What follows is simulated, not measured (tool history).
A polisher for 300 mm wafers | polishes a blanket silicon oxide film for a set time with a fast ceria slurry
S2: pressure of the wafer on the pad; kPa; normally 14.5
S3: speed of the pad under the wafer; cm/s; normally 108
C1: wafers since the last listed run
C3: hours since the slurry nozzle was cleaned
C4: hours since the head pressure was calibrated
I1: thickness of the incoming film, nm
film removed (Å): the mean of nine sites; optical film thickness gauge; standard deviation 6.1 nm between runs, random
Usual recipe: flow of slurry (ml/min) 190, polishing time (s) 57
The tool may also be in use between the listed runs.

Run 1, hour 0.0: usual settings; C1 0; wafers polished on this pad 1245; C3 55.9; C4 216.7; I1 2052.8. Result: film removed (Å) 8558.
Run 2, hour 106.4: usual settings; C1 731; wafers polished on this pad 1977; C3 162.3; C4 323.1; I1 2095.2. Result: film removed (Å) 8594.
Run 3, hour 199.0: usual settings; C1 636; wafers polished on this pad 2613; C3 254.9; C4 415.7; I1 2092.8. Result: film removed (Å) 8679.
At hour 207.4: worn pad replaced by a new one.
Run 4, hour 250.2: usual settings; C1 324; wafers polished on this pad 294; C3 306.1; C4 466.9; I1 2035.7. Result: film removed (Å) 8735.
Run 5, hour 313.7: usual settings; C1 436; wafers polished on this pad 731; C3 369.6; C4 530.4; I1 2044.0. Result: film removed (Å) 8641.
Run 6, hour 417.5: usual settings; C1 713; wafers polished on this pad 1444; C3 473.4; C4 634.2; I1 2065.3. Result: film removed (Å) 8841.
Run 7, hour 495.1: usual settings but polishing time (s) 48; C1 533; wafers polished on this pad 1978; C3 551.0; C4 711.8; I1 2009.5. Result: film removed (Å) 7360.
At hour 569.4: worn pad replaced by a new one.
Run 8, hour 569.9: usual settings but polishing time (s) 48; C1 486; wafers polished on this pad 3; C3 625.8; C4 786.6; I1 2078.3. Result: film removed (Å) 7362.
At hour 589.7: slurry nozzle cleaned.
Run 9, hour 644.8: usual settings but polishing time (s) 48; C1 508; wafers polished on this pad 511; C3 55.1; C4 861.5; I1 2043.2. Result: film removed (Å) 7458.
At hour 686.9: head pressure recalibrated.
Run 10, hour 749.5: usual settings; C1 706; wafers polished on this pad 1218; C3 159.8; C4 62.6; I1 2061.3. Result: film removed (Å) 9024.
Run 11, hour 821.8: usual settings; C1 497; wafers polished on this pad 1715; C3 232.1; C4 134.9; I1 2010.8. Result: film removed (Å) 9186.
Run 12, hour 869.9: usual settings; C1 330; wafers polished on this pad 2045; C3 280.2; C4 183.0; I1 2050.1. Result: film removed (Å) 9129.
Run 13, hour 912.0: usual settings; C1 289; wafers polished on this pad 2335; C3 322.3; C4 225.1; I1 2016.5. Result: film removed (Å) 9256.
Run 14, hour 961.5: usual settings but flow of slurry (ml/min) 205, polishing time (s) 48; C1 340; wafers polished on this pad 2675; C3 371.8; C4 274.6; I1 2004.1. Result: film removed (Å) 7992.
At hour 998.1: worn pad replaced by a new one.
At hour 1026.4: head pressure recalibrated, repeated, since the last time left the tool worse.
Run 15, hour 1167.1: usual settings but flow of slurry (ml/min) 230, S3 88 cm/s; C1 1372; wafers polished on this pad 1147; C3 577.4; C4 140.7; I1 2033.4. Result: film removed (Å) 7164.
Run 16, hour 1251.8: usual settings; C1 582; wafers polished on this pad 1730; C3 662.1; C4 225.4; I1 2022.0. Result: film removed (Å) 8613.
At hour 1281.0: slurry nozzle cleaned.
Run 17, hour 1311.3: usual settings but S2 18.6 kPa, S3 74 cm/s; C1 402; wafers polished on this pad 2132; C3 30.3; C4 284.9; I1 2019.6. Result: film removed (Å) 7602.
Run 18, hour 1410.3: usual settings but S2 15.9 kPa; C1 680; wafers polished on this pad 2813; C3 129.3; C4 383.9; I1 2072.4. Result: film removed (Å) 9511.
At hour 1444.2: worn pad replaced by a new one.
Run 19, hour 1481.3: usual settings but S2 11.7 kPa, S3 72 cm/s, polishing time (s) 47; C1 460; wafers polished on this pad 255; C3 200.3; C4 454.9; I1 2033.3. Result: film removed (Å) 3813.
Run 20, hour 1586.9: usual settings but S2 13.1 kPa, S3 138 cm/s; C1 726; wafers polished on this pad 981; C3 305.9; C4 560.5; I1 2048.8. Result: film removed (Å) 9871.
Run 21, hour 1625.7: usual settings but S2 16.5 kPa, S3 130 cm/s; C1 266; wafers polished on this pad 1248; C3 344.7; C4 599.3; I1 2013.2. Result: film removed (Å) 12013.
Run 22, hour 1812.9: usual settings but S3 78 cm/s, polishing time (s) 38; C1 1287; wafers polished on this pad 2535; C3 531.9; C4 786.5; I1 2019.9. Result: film removed (Å) 4160.
At hour 1846.3: worn pad replaced by a new one.
Run 23, hour 1884.0: usual settings but polishing time (s) 67; C1 461; wafers polished on this pad 259; C3 603.0; C4 857.6; I1 2011.2. Result: film removed (Å) 10293.
Run 24, hour 1941.1: usual settings but S2 17.2 kPa, S3 120 cm/s; C1 392; wafers polished on this pad 651; C3 660.1; C4 914.7; I1 2084.3. Result: film removed (Å) 11505.
At hour 1972.9: slurry nozzle cleaned.
At hour 2008.4: head pressure recalibrated.
Run 25, hour 2018.1: usual settings; C1 508; wafers polished on this pad 1160; C3 45.2; C4 9.7; I1 2037.7. Result: film removed (Å) 8458.
Run 26, hour 2096.9: usual settings but S2 18.6 kPa, S3 74 cm/s; C1 541; wafers polished on this pad 1702; C3 124.0; C4 88.5; I1 2043.7. Result: film removed (Å) 7574.

Consider 5 possible next runs. They are alternatives, not a sequence: every one starts from the tool as it was left by run 26. What does each give?
Run A, hour 2097.3: usual settings but polishing time (s) 71; C1 2; wafers polished on this pad 1705; C3 124.4; C4 88.9; I1 2067.7. Result: film removed (Å) ?.
Run B, hour 2097.3: usual settings but polishing time (s) 63; C1 2; wafers polished on this pad 1705; C3 124.4; C4 88.9; I1 2067.7. Result: film removed (Å) ?.
Run C, hour 2097.3: usual settings but S3 138 cm/s; C1 2; wafers polished on this pad 1705; C3 124.4; C4 88.9; I1 2067.7. Result: film removed (Å) ?.
Run D, hour 2097.3: usual settings but flow of slurry (ml/min) 240, S2 17.9 kPa, S3 144 cm/s, polishing time (s) 46; C1 2; wafers polished on this pad 1705; C3 124.4; C4 88.9; I1 2067.7. Result: film removed (Å) ?.
Run E, hour 2097.3: usual settings but flow of slurry (ml/min) 220, S3 90 cm/s; C1 2; wafers polished on this pad 1705; C3 124.4; C4 88.9; I1 2067.7. Result: film removed (Å) ?.

run  film removed (Å)
  A             10573
  B              9382
  C             10846
  D             11670
  E              7222
With the hidden condition removed and each run's random variation left untouched, the same runs would have given:
run  film removed (Å)
  A             10397
  B              9226
  C             10666
  D             11476
  E              7101

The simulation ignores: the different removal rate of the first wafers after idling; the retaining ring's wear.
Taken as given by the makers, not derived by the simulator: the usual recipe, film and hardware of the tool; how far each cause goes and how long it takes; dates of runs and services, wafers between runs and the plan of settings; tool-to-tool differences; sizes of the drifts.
